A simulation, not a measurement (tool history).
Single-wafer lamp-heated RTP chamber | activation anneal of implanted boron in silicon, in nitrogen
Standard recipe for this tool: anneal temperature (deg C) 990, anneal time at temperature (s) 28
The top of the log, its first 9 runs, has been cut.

run	day	anneal temperature (deg C)	anneal time at temperature (s)	read-back reference wafer on the same gauge, sheet resistance	sheet resistance of the implanted and annealed layer (ohm/square)
10	4.821	990	33	173.85	213.69
11	5.483	990	33	174.02	214.1
12	6.117	982	28	173.96	216.89
13	6.392	982	28	174.34	217.24
14	7.038	1011	16	174.39	211.39
# day 7.304: gauge calibrated
15	7.417	1020	35	174.06	209.44
16	7.667	1015	22	173.91	210.07
17	8.283	1003	44	174.23	210.29
18	9.008	990	28	173.8	213.33
19	9.604	990	28	174.36	213.87
20	10.329	990	28	174.07	212.81
# day 10.838: pyrometer window cleaned and pyrometer calibrated
# day 11.042: reflector plate cleaned
21	11.062	1019	14	173.97	212.24
22	11.654	990	19	173.97	219.01
23	12.15	990	28	174.19	217.25
24	12.525	990	28	173.72	216.07

Run 25 is up next; what results do you expect?
25	13.258	981	28	?	?

Run 25 yielded read-back reference wafer on the same gauge, sheet resistance 173.87, sheet resistance of the implanted and annealed layer (ohm/square) 221.
The same run, on a tool lacking any hidden state, would have yielded sheet resistance of the implanted and annealed layer (ohm/square) 221.74.
